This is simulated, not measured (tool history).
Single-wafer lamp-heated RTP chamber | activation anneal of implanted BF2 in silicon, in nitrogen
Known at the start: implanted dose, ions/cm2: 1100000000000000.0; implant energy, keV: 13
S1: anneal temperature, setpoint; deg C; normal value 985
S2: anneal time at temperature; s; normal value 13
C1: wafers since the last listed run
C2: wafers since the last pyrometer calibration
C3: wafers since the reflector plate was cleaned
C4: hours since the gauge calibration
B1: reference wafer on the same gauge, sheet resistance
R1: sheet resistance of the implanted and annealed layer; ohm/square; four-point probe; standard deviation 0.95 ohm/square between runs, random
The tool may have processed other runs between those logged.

run 1 hour=0 | S1=985 S2=13 | C1=0 C2=3570 C3=12420 C4=690.8 | B1=343.89 | R1=284.51
-- hour=76.6 reflector plate cleaned
-- hour=100 pyrometer window cleaned and pyrometer calibrated
run 2 hour=107.2 | S1=999 S2=13 | C1=2437 C2=193 C3=604 C4=798 | B1=343.98 | R1=257.57
run 3 hour=209.3 | S1=999 S2=13 | C1=2728 C2=2922 C3=3332 C4=900.1 | B1=343.95 | R1=255.88
run 4 hour=310.4 | S1=985 S2=13 | C1=2701 C2=5624 C3=6034 C4=1001.2 | B1=344.06 | R1=281.51
-- hour=388.4 pyrometer window cleaned and pyrometer calibrated
-- hour=423.4 gauge calibrated
run 5 hour=470.2 | S1=985 S2=13 | C1=4056 C2=2187 C3=10091 C4=46.8 | B1=343.82 | R1=287.34
run 6 hour=512.8 | S1=985 S2=13 | C1=1138 C2=3325 C3=11230 C4=89.4 | B1=343.9 | R1=286.21
run 7 hour=557.2 | S1=964 S2=19 | C1=1186 C2=4512 C3=12416 C4=133.8 | B1=343.91 | R1=317.46
-- hour=618.1 reflector plate cleaned
run 8 hour=618.6 | S1=964 S2=19 | C1=1427 C2=5939 C3=14 C4=195.2 | B1=344.02 | R1=314.76
-- hour=654.5 pyrometer window cleaned and pyrometer calibrated
run 9 hour=698.9 | S1=957 S2=16 | C1=1932 C2=1185 C3=1946 C4=275.5 | B1=344.03 | R1=351.38
run 10 hour=762 | S1=999 S2=18 | C1=1686 C2=2871 C3=3632 C4=338.6 | B1=343.92 | R1=240.98
run 11 hour=815.9 | S1=985 S2=13 | C1=1440 C2=4312 C3=5073 C4=392.5 | B1=344.04 | R1=282.91
run 12 hour=861 | S1=985 S2=13 | C1=1205 C2=5517 C3=6278 C4=437.6 | B1=344.25 | R1=280.29
-- hour=933.9 pyrometer window cleaned and pyrometer calibrated
run 13 hour=934.4 | S1=971 S2=13 | C1=1747 C2=12 C3=8026 C4=511 | B1=344.05 | R1=325.83
run 14 hour=984.3 | S1=975 S2=8 | C1=1333 C2=1345 C3=9359 C4=560.9 | B1=343.95 | R1=332.33
run 15 hour=1066.6 | S1=999 S2=19 | C1=2199 C2=3545 C3=11559 C4=643.2 | B1=343.86 | R1=237.76
-- hour=1194.8 pyrometer window cleaned and pyrometer calibrated
-- hour=1202.2 reflector plate cleaned
run 16 hour=1269.4 | S1=963 S2=17 | C1=5006 C2=1795 C3=1795 C4=846 | B1=343.97 | R1=332.07
run 17 hour=1363 | S1=985 S2=10 | C1=2501 C2=4296 C3=4296 C4=939.6 | B1=344.05 | R1=296.79

5 options for the next run, each taken on its own from the tool as it stands now. Forecast them:
run A hour=1363.4 | S1=985 S2=13 | C1=10 C2=4307 C3=4307 C4=940 | B1=? | R1=?
run B hour=1363.4 | S1=985 S2=17 | C1=10 C2=4307 C3=4307 C4=940 | B1=? | R1=?
run C hour=1363.4 | S1=970 S2=8 | C1=10 C2=4307 C3=4307 C4=940 | B1=? | R1=?
run D hour=1363.4 | S1=1005 S2=17 | C1=10 C2=4307 C3=4307 C4=940 | B1=? | R1=?
run E hour=1363.4 | S1=996 S2=9 | C1=10 C2=4307 C3=4307 C4=940 | B1=? | R1=?

run=A B1=343.89 R1=285.03
run=B B1=343.89 R1=272.92
run=C B1=343.89 R1=339.46
run=D B1=343.89 R1=229.47
run=E B1=343.89 R1=277.85
With no hidden state in the tool, these same runs would have given:
run=A R1=290.86
run=B R1=278.93
run=C R1=345.58
run=D R1=234.45
run=E R1=282.83

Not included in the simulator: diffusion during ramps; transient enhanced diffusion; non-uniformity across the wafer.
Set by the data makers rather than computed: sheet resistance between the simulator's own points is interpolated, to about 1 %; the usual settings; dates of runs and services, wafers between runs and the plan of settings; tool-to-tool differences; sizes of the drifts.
